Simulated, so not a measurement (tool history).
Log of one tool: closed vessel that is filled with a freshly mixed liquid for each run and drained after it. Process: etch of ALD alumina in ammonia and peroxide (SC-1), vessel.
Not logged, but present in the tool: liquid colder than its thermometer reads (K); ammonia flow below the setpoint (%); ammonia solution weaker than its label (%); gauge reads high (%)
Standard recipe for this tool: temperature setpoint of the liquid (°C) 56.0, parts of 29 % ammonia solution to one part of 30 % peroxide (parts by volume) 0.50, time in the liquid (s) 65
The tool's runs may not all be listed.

run,hour,temperature setpoint of the liquid (°C),parts of 29 % ammonia solution to one part of 30 % peroxide (parts by volume),time in the liquid (s),wafers since the last listed run,hours since the thermometer was replaced,hours since the ammonia flow meter was replaced,hours since the drum of ammonia solution was connected,hours since the gauge calibration,"read-back film thickness of the ALD alumina reference wafer, read on the same gauge (nm)",thickness taken off the ALD alumina on a monitor wafer (Å)
1,0.0,62.5,0.50,65,0,7.8,1548.0,141.8,2031.6,119.998,66.82
2,55.3,56.0,0.50,65,7155,63.1,1603.3,197.1,2086.9,119.980,47.18
3,113.2,56.0,0.50,65,7491,121.0,1661.2,255.0,2144.8,119.991,46.70
4,142.1,56.0,0.50,65,3739,149.9,1690.1,283.9,2173.7,120.001,46.76
5,186.2,50.5,0.50,65,5706,194.0,1734.2,328.0,2217.8,120.037,35.07
6,243.2,59.0,0.50,65,7375,251.0,1791.2,385.0,2274.8,119.997,55.32
7,307.8,56.0,0.50,65,8358,315.6,1855.8,449.6,2339.4,120.004,46.85
# hour 346.6: gauge calibrated
8,348.0,56.0,0.50,65,5201,355.8,1896.0,489.8,1.4,119.990,46.49
9,389.0,61.5,0.60,35,5305,396.8,1937.0,530.8,42.4,119.968,33.78
10,419.1,56.0,0.55,65,3894,426.9,1967.1,560.9,72.5,120.001,46.48
11,483.0,56.0,0.50,65,8268,490.8,2031.0,624.8,136.4,119.971,46.12
12,514.9,56.0,0.50,80,4127,522.7,2062.9,656.7,168.3,119.987,56.44
13,576.8,59.0,0.55,65,8009,584.6,2124.8,718.6,230.2,120.002,54.23
14,608.6,56.0,0.50,65,4114,616.4,2156.6,750.4,262.0,119.985,45.86
15,650.6,60.0,0.70,80,5434,658.4,2198.6,792.4,304.0,119.976,71.67
# hour 651.9: ammonia flow meter replaced
16,691.1,59.5,0.50,65,5111,698.9,39.2,832.9,344.5,119.999,55.19
17,720.6,56.0,0.50,65,3817,728.4,68.7,862.4,374.0,119.984,45.90
18,758.3,49.5,0.60,50,4878,766.1,106.4,900.1,411.7,120.043,25.02
# hour 778.9: new drum of ammonia solution connected
19,793.9,49.5,0.50,50,4477,801.7,142.0,15.0,447.3,120.034,24.43
20,839.9,56.0,0.50,65,5952,847.7,188.0,61.0,493.3,120.024,45.39
21,906.6,61.5,0.70,55,8630,914.4,254.7,127.7,560.0,119.977,52.92
22,1031.2,51.0,0.25,65,16122,1039.0,379.3,252.3,684.6,119.975,31.85
23,1062.7,56.0,0.50,65,4075,1070.5,410.8,283.8,716.1,120.006,44.92
24,1108.3,56.0,0.50,65,5900,1116.1,456.4,329.4,761.7,120.014,44.71
25,1136.3,62.5,0.50,65,3623,1144.1,484.4,357.4,789.7,120.010,62.98
# hour 1168.1: thermometer replaced
26,1196.1,48.5,0.50,65,7608,28.0,544.2,417.2,849.5,119.970,31.72
27,1259.8,63.0,0.60,65,8242,91.7,607.9,480.9,913.2,120.038,69.70
28,1284.8,56.0,0.65,65,3234,116.7,632.9,505.9,938.2,120.010,48.80

Each row is a separate what-if for the run after 28, all from the same tool condition, not one after another. Results?
A,1285.5,56.0,0.50,65,90,117.4,633.6,506.6,938.9,?,?
B,1285.5,63.0,0.40,30,90,117.4,633.6,506.6,938.9,?,?
C,1285.5,51.5,0.40,90,90,117.4,633.6,506.6,938.9,?,?
D,1285.5,49.5,0.45,75,90,117.4,633.6,506.6,938.9,?,?
E,1285.5,56.0,0.70,65,90,117.4,633.6,506.6,938.9,?,?

run,"read-back film thickness of the ALD alumina reference wafer, read on the same gauge (nm)",thickness taken off the ALD alumina on a monitor wafer (Å)
A,120.011,47.40
B,120.011,30.73
C,120.011,50.47
D,120.011,38.11
E,120.011,48.93
With no hidden state in the tool, these same runs would have given:
run,thickness taken off the ALD alumina on a monitor wafer (Å)
A,47.70
B,30.92
C,50.80
D,38.36
E,49.25

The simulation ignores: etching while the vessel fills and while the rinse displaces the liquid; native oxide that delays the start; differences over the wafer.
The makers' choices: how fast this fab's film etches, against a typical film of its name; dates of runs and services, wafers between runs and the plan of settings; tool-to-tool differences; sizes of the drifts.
